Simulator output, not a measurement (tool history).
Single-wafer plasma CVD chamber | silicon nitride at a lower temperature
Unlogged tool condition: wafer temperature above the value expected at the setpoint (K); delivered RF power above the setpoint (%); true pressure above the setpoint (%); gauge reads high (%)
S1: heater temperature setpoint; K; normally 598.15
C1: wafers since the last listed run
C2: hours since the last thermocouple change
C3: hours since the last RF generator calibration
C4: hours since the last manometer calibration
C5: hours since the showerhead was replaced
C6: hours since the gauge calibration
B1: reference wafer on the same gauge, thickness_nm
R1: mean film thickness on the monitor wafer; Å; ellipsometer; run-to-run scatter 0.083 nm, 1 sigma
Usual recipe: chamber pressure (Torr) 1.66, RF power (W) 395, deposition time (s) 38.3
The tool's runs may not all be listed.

{"run": 1, "hour": 0.0, "S1": 593.15, "chamber pressure (Torr)": 1.66, "RF power (W)": 395, "deposition time (s)": 38.3, "C1": 0, "C2": 1019.3, "C3": 949.1, "C4": 2631.0, "C5": 4283.9, "C6": 62.8, "B1": 62.227, "R1": 532.0}
{"run": 2, "hour": 13.6, "S1": 593.15, "chamber pressure (Torr)": 1.66, "RF power (W)": 395, "deposition time (s)": 38.3, "C1": 213, "C2": 1032.9, "C3": 962.7, "C4": 2644.6, "C5": 4297.5, "C6": 76.4, "B1": 62.214, "R1": 532.49}
{"run": 3, "hour": 23.2, "S1": 598.15, "chamber pressure (Torr)": 1.66, "RF power (W)": 395, "deposition time (s)": 38.3, "C1": 150, "C2": 1042.5, "C3": 972.3, "C4": 2654.2, "C5": 4307.1, "C6": 86.0, "B1": 62.215, "R1": 530.92}
{"run": 4, "hour": 40.1, "S1": 598.15, "chamber pressure (Torr)": 1.66, "RF power (W)": 395, "deposition time (s)": 38.3, "C1": 265, "C2": 1059.4, "C3": 989.2, "C4": 2671.1, "C5": 4324.0, "C6": 102.9, "B1": 62.199, "R1": 530.47}
{"hour": 60.4, "done": "capacitance manometer re-zeroed and calibrated"}
{"hour": 61.8, "done": "gauge calibrated"}
{"hour": 67.2, "done": "thermocouple changed; heater temperature recalibrated"}
{"run": 5, "hour": 67.7, "S1": 598.15, "chamber pressure (Torr)": 1.66, "RF power (W)": 395, "deposition time (s)": 34.2, "C1": 201, "C2": 0.5, "C3": 1016.8, "C4": 7.3, "C5": 4351.6, "C6": 5.9, "B1": 62.207, "R1": 472.2}
{"run": 6, "hour": 68.0, "S1": 598.15, "chamber pressure (Torr)": 1.66, "RF power (W)": 395, "deposition time (s)": 34.2, "C1": 4, "C2": 0.8, "C3": 1017.1, "C4": 7.6, "C5": 4351.9, "C6": 6.2, "B1": 62.19, "R1": 471.92}
{"run": 7, "hour": 72.0, "S1": 598.15, "chamber pressure (Torr)": 1.66, "RF power (W)": 395, "deposition time (s)": 34.2, "C1": 62, "C2": 4.8, "C3": 1021.1, "C4": 11.6, "C5": 4355.9, "C6": 10.2, "B1": 62.179, "R1": 472.38}
{"hour": 83.6, "done": "showerhead replaced"}
{"run": 8, "hour": 84.1, "S1": 592.15, "chamber pressure (Torr)": 1.66, "RF power (W)": 395, "deposition time (s)": 38.3, "C1": 64, "C2": 16.9, "C3": 1033.2, "C4": 23.7, "C5": 0.5, "C6": 22.3, "B1": 62.183, "R1": 528.24}
{"run": 9, "hour": 96.7, "S1": 598.15, "chamber pressure (Torr)": 1.66, "RF power (W)": 395, "deposition time (s)": 38.3, "C1": 197, "C2": 29.5, "C3": 1045.8, "C4": 36.3, "C5": 13.1, "C6": 34.9, "B1": 62.208, "R1": 526.43}
{"run": 10, "hour": 105.3, "S1": 589.15, "chamber pressure (Torr)": 2.01, "RF power (W)": 330, "deposition time (s)": 38.3, "C1": 135, "C2": 38.1, "C3": 1054.4, "C4": 44.9, "C5": 21.7, "C6": 43.5, "B1": 62.217, "R1": 508.37}
{"run": 11, "hour": 122.9, "S1": 598.15, "chamber pressure (Torr)": 1.66, "RF power (W)": 350, "deposition time (s)": 38.3, "C1": 276, "C2": 55.7, "C3": 1072.0, "C4": 62.5, "C5": 39.3, "C6": 61.1, "B1": 62.2, "R1": 491.9}
{"run": 12, "hour": 130.7, "S1": 604.15, "chamber pressure (Torr)": 1.48, "RF power (W)": 395, "deposition time (s)": 36.1, "C1": 122, "C2": 63.5, "C3": 1079.8, "C4": 70.3, "C5": 47.1, "C6": 68.9, "B1": 62.199, "R1": 476.95}
{"hour": 142.9, "done": "RF generator calibrated"}
{"run": 13, "hour": 143.4, "S1": 587.15, "chamber pressure (Torr)": 1.34, "RF power (W)": 420, "deposition time (s)": 43.9, "C1": 73, "C2": 76.2, "C3": 0.5, "C4": 83.0, "C5": 59.8, "C6": 81.6, "B1": 62.227, "R1": 607.8}
{"run": 14, "hour": 157.5, "S1": 598.15, "chamber pressure (Torr)": 1.87, "RF power (W)": 395, "deposition time (s)": 38.3, "C1": 221, "C2": 90.3, "C3": 14.6, "C4": 97.1, "C5": 73.9, "C6": 95.7, "B1": 62.187, "R1": 572.05}
{"run": 15, "hour": 171.0, "S1": 598.15, "chamber pressure (Torr)": 2.04, "RF power (W)": 395, "deposition time (s)": 38.3, "C1": 212, "C2": 103.8, "C3": 28.1, "C4": 110.6, "C5": 87.4, "C6": 109.2, "B1": 62.2, "R1": 584.52}
{"run": 16, "hour": 187.2, "S1": 598.15, "chamber pressure (Torr)": 1.66, "RF power (W)": 395, "deposition time (s)": 38.3, "C1": 254, "C2": 120.0, "C3": 44.3, "C4": 126.8, "C5": 103.6, "C6": 125.4, "B1": 62.203, "R1": 550.51}

Below, some changes in R1 between adjacent runs. For each, the amount present without the hidden state too (settings, incoming material, random variation) and the amount remaining for the hidden state with gauge scatter not shared by both compared results:
Run 12 -> 13: S1 604.15 -> 587.15, chamber pressure (Torr) 1.48 -> 1.34, RF power (W) 395 -> 420, deposition time (s) 36.1 -> 43.9, RF generator calibrated. R1 +130.85 Å: hidden state +20.81, all else +110.04.
